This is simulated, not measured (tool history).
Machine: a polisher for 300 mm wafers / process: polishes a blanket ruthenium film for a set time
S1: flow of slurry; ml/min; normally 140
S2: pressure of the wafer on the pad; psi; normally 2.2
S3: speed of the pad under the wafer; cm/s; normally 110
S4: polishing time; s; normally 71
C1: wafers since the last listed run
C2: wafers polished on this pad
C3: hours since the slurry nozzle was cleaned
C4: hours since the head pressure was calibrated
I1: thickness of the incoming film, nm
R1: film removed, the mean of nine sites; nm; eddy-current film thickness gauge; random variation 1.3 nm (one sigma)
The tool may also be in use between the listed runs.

run 1 hour=0.0 | S1=140 S2=2.2 S3=110 S4=71 | C1=0 C2=1199 C3=842.0 C4=366.7 | I1=482.3 | R1=107.0
run 2 hour=103.1 | S1=140 S2=2.2 S3=110 S4=71 | C1=1034 C2=2233 C3=945.1 C4=469.8 | I1=476.9 | R1=107.2
-- hour=111.4 slurry nozzle cleaned
run 3 hour=174.9 | S1=140 S2=2.2 S3=110 S4=71 | C1=710 C2=2944 C3=63.5 C4=541.6 | I1=468.7 | R1=107.6
-- hour=200.2 head pressure recalibrated
run 4 hour=243.9 | S1=140 S2=2.2 S3=110 S4=83 | C1=672 C2=3617 C3=132.5 C4=43.7 | I1=474.6 | R1=127.3
run 5 hour=311.7 | S1=140 S2=2.2 S3=110 S4=83 | C1=680 C2=4297 C3=200.3 C4=111.5 | I1=483.1 | R1=124.5
-- hour=409.9 worn pad replaced by a new one
run 6 hour=410.4 | S1=140 S2=2.8 S3=110 S4=71 | C1=950 C2=4 C3=299.0 C4=210.2 | I1=480.5 | R1=131.1
run 7 hour=469.8 | S1=140 S2=1.7 S3=110 S4=71 | C1=596 C2=601 C3=358.4 C4=269.6 | I1=483.5 | R1=88.7
run 8 hour=784.5 | S1=140 S2=1.9 S3=110 S4=71 | C1=3158 C2=3759 C3=673.1 C4=584.3 | I1=482.1 | R1=98.0
-- hour=790.0 head pressure recalibrated
run 9 hour=856.1 | S1=140 S2=1.9 S3=110 S4=71 | C1=698 C2=4458 C3=744.7 C4=66.1 | I1=481.9 | R1=98.2
-- hour=868.6 worn pad replaced by a new one
run 10 hour=898.1 | S1=140 S2=1.9 S3=110 S4=71 | C1=381 C2=295 C3=786.7 C4=108.1 | I1=478.7 | R1=97.1
-- hour=1037.9 slurry nozzle cleaned
run 11 hour=1172.1 | S1=155 S2=2.2 S3=110 S4=71 | C1=2740 C2=3035 C3=134.2 C4=382.1 | I1=473.7 | R1=110.0
run 12 hour=1210.5 | S1=155 S2=2.2 S3=110 S4=71 | C1=385 C2=3421 C3=172.6 C4=420.5 | I1=481.5 | R1=110.2
-- hour=1280.6 head pressure recalibrated
run 13 hour=1289.0 | S1=140 S2=2.2 S3=110 S4=71 | C1=767 C2=4188 C3=251.1 C4=8.4 | I1=478.1 | R1=107.0
run 14 hour=1357.1 | S1=120 S2=2.0 S3=110 S4=71 | C1=683 C2=4872 C3=319.2 C4=76.5 | I1=476.0 | R1=96.2
-- hour=1381.6 worn pad replaced by a new one
run 15 hour=1447.4 | S1=180 S2=2.2 S3=84 S4=85 | C1=866 C2=660 C3=409.5 C4=166.8 | I1=486.8 | R1=102.9
run 16 hour=1497.3 | S1=140 S2=3.0 S3=126 S4=71 | C1=500 C2=1160 C3=459.4 C4=216.7 | I1=476.4 | R1=156.8
run 17 hour=1539.2 | S1=140 S2=2.2 S3=98 S4=71 | C1=420 C2=1581 C3=501.3 C4=258.6 | I1=471.0 | R1=97.1
run 18 hour=1630.7 | S1=140 S2=2.2 S3=130 S4=71 | C1=918 C2=2499 C3=592.8 C4=350.1 | I1=479.2 | R1=127.1
run 19 hour=1703.8 | S1=140 S2=2.2 S3=110 S4=71 | C1=733 C2=3233 C3=665.9 C4=423.2 | I1=484.7 | R1=108.0
run 20 hour=1748.3 | S1=140 S2=2.2 S3=110 S4=55 | C1=446 C2=3680 C3=710.4 C4=467.7 | I1=490.4 | R1=83.8
-- hour=1816.4 head pressure recalibrated
-- hour=1824.4 slurry nozzle cleaned
-- hour=1900.3 worn pad replaced by a new one
run 21 hour=1965.7 | S1=155 S2=2.2 S3=110 S4=71 | C1=2111 C2=656 C3=141.3 C4=149.3 | I1=484.4 | R1=108.9
run 22 hour=2042.6 | S1=140 S2=2.2 S3=110 S4=88 | C1=771 C2=1428 C3=218.2 C4=226.2 | I1=478.9 | R1=134.1
run 23 hour=2089.7 | S1=175 S2=2.2 S3=110 S4=81 | C1=472 C2=1901 C3=265.3 C4=273.3 | I1=475.6 | R1=128.7
run 24 hour=2188.6 | S1=140 S2=2.2 S3=100 S4=71 | C1=992 C2=2893 C3=364.2 C4=372.2 | I1=476.2 | R1=96.1
run 25 hour=2288.3 | S1=140 S2=1.8 S3=90 S4=71 | C1=1000 C2=3894 C3=463.9 C4=471.9 | I1=479.5 | R1=75.8
-- hour=2353.3 head pressure recalibrated
run 26 hour=2361.3 | S1=125 S2=2.2 S3=110 S4=71 | C1=712 C2=4606 C3=536.9 C4=8.0 | I1=483.3 | R1=106.8
-- hour=2403.6 worn pad replaced by a new one
run 27 hour=2441.2 | S1=140 S2=2.2 S3=110 S4=71 | C1=761 C2=377 C3=616.8 C4=87.9 | I1=480.1 | R1=104.2

Consider 5 possible next runs. They are alternatives, not a sequence: every one starts from the tool as it was left by run 27. What does each give?
run A hour=2441.6 | S1=140 S2=2.2 S3=110 S4=87 | C1=4 C2=381 C3=617.2 C4=88.3 | I1=487.2 | R1=?
run B hour=2441.6 | S1=100 S2=2.8 S3=134 S4=71 | C1=4 C2=381 C3=617.2 C4=88.3 | I1=487.2 | R1=?
run C hour=2441.6 | S1=95 S2=1.9 S3=90 S4=55 | C1=4 C2=381 C3=617.2 C4=88.3 | I1=487.2 | R1=?
run D hour=2441.6 | S1=140 S2=2.0 S3=110 S4=71 | C1=4 C2=381 C3=617.2 C4=88.3 | I1=487.2 | R1=?
run E hour=2441.6 | S1=110 S2=1.6 S3=134 S4=85 | C1=4 C2=381 C3=617.2 C4=88.3 | I1=487.2 | R1=?

run=A R1=130.4
run=B R1=144.1
run=C R1=54.8
run=D R1=99.0
run=E R1=116.2
Without the tool's hidden state the same runs would have given:
run=A R1=130.4
run=B R1=144.1
run=C R1=54.8
run=D R1=99.0
run=E R1=116.2
